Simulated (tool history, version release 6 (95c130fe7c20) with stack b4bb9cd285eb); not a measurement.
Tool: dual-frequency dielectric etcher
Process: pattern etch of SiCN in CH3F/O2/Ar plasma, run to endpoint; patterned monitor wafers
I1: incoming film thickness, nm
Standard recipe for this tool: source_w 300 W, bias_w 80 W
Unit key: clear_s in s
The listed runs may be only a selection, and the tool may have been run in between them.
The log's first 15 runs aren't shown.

run 16 hour=539.3 | source_w=330 bias_w=80 | I1=8.54 | clear_s=25.5
run 17 hour=551.8 | source_w=300 bias_w=95 | I1=8.47 | clear_s=23.3
run 18 hour=575.1 | source_w=330 bias_w=94 | I1=8.45 | clear_s=22.9
run 19 hour=596.6 | source_w=300 bias_w=80 | I1=8.59 | clear_s=26
run 20 hour=632.2 | source_w=370 bias_w=72 | I1=8.45 | clear_s=25.7
-- hour=648.2 source power generator calibrated
run 21 hour=665.3 | source_w=280 bias_w=62 | I1=8.62 | clear_s=31.3
run 22 hour=680 | source_w=240 bias_w=98 | I1=8.49 | clear_s=24.8
run 23 hour=701.5 | source_w=300 bias_w=80 | I1=8.43 | clear_s=25.7
run 24 hour=724.3 | source_w=360 bias_w=90 | I1=8.54 | clear_s=22.9
run 25 hour=745.2 | source_w=330 bias_w=62 | I1=8.53 | clear_s=29.6
-- hour=842.3 wet clean of the chamber
run 26 hour=842.8 | source_w=340 bias_w=97 | I1=8.5 | clear_s=22.4
run 27 hour=845 | source_w=240 bias_w=99 | I1=8.48 | clear_s=24.5
run 28 hour=872 | source_w=330 bias_w=93 | I1=8.51 | clear_s=23.1
run 29 hour=886.5 | source_w=300 bias_w=80 | I1=8.54 | clear_s=25.9
run 30 hour=915 | source_w=350 bias_w=71 | I1=8.49 | clear_s=26.5
run 31 hour=948.1 | source_w=300 bias_w=60 | I1=8.51 | clear_s=31.2
run 32 hour=982.6 | source_w=300 bias_w=80 | I1=8.51 | clear_s=26.1
run 33 hour=1006.9 | source_w=320 bias_w=91 | I1=8.59 | clear_s=23.8
run 34 hour=1020.3 | source_w=350 bias_w=80 | I1=8.55 | clear_s=24.9
run 35 hour=1042.7 | source_w=300 bias_w=80 | I1=8.52 | clear_s=26

Forecast each of these 4 alternatives for the next run:
run A hour=1043.1 | source_w=270 bias_w=80 | I1=8.4 | clear_s=?
run B hour=1043.1 | source_w=240 bias_w=94 | I1=8.4 | clear_s=?
run C hour=1043.1 | source_w=370 bias_w=80 | I1=8.4 | clear_s=?
run D hour=1043.1 | source_w=220 bias_w=94 | I1=8.4 | clear_s=?

run=A clear_s=26.7
run=B clear_s=25.2
run=C clear_s=24.1
run=D clear_s=25.8
What these runs would have given with no unlogged condition in the tool:
run=A clear_s=26.7
run=B clear_s=25.2
run=C clear_s=24.1
run=D clear_s=25.8
